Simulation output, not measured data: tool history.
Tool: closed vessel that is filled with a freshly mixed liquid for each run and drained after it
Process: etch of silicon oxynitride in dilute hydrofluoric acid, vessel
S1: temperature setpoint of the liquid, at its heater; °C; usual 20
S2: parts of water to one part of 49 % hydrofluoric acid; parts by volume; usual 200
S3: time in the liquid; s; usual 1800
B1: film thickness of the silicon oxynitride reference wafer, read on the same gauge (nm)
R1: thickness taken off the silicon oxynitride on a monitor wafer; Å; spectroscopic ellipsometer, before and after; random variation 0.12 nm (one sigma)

run	hour	S1	S2	S3	B1	R1
1	0	20	160	1800	150.03	330.2
2	45.6	22	200	1800	149.98	280
3	150.2	22	200	1800	149.97	285.4
4	193.9	22	200	1800	150.02	285.9
5	241.2	20	200	1800	150.01	260.7
6	285	20	200	1800	149.99	260.7
7	352.3	20	200	1800	150.02	258.1
8	454.1	20	200	1800	150.01	232.2
9	496.1	20	200	1800	150.01	229.8
10	555.4	17	145	1800	150	286.3
11	634.5	17	145	1800	150.03	290.1
12	730.8	20	200	1800	149.97	232.6
13	837.1	17	155	1500	150.01	224.8
14	908.8	17	285	1800	150.01	136.1
15	984.6	18.5	150	2710	150.01	453.4
16	1036.4	17	200	1015	149.99	114.9
17	1137.2	20	200	1800	150.03	238.7
18	1216.3	20	200	1800	150	239.4
19	1284.8	22.5	200	2785	150.02	415
20	1391.3	20	200	1495	150.02	199.4
21	1484.5	20	135	2440	149.98	500.9
22	1553.9	17	200	1800	150.01	212
23	1597.8	23	110	2720	150	819.3
24	1641.2	20	200	1800	150	244.1
25	1697.4	21.5	295	1130	150.01	104.6
26	1739.7	20	200	2370	150	322.3
27	1809	20	200	1800	149.99	229.7
28	1890.5	20	200	2515	149.98	321.9
29	1985.5	20	240	2415	150	253.6
30	2078.6	20	200	1800	150.01	232.5
31	2119.8	23	175	890	150.03	154.7
32	2166.4	20	100	2210	150	614.4
33	2243.8	20	200	2320	150.03	304.1

Taken out of this log: 3 entries between the listed runs. Where each belongs, and how the hidden state differs across it:
Between runs 7 and 8: hydrofluoric acid flow meter replaced, repeated, since the last time left the tool worse (hour 407)
  hydrofluoric acid flow above the setpoint (%): 13 -> 0.571
  measured less the result without the state, R1: +33.2 -> +1.5 Å
Between runs 12 and 13: thermometer replaced (hour 777.7)
  hydrofluoric acid flow above the setpoint (%): 1.76 -> 2.22
  measured less the result without the state, R1: +4.6 -> +5.4 Å
Between runs 26 and 27: hydrofluoric acid flow meter replaced (hour 1754.1)
  hydrofluoric acid flow above the setpoint (%): 6.11 -> 1
  measured less the result without the state, R1: +20.9 -> +2.5 Å
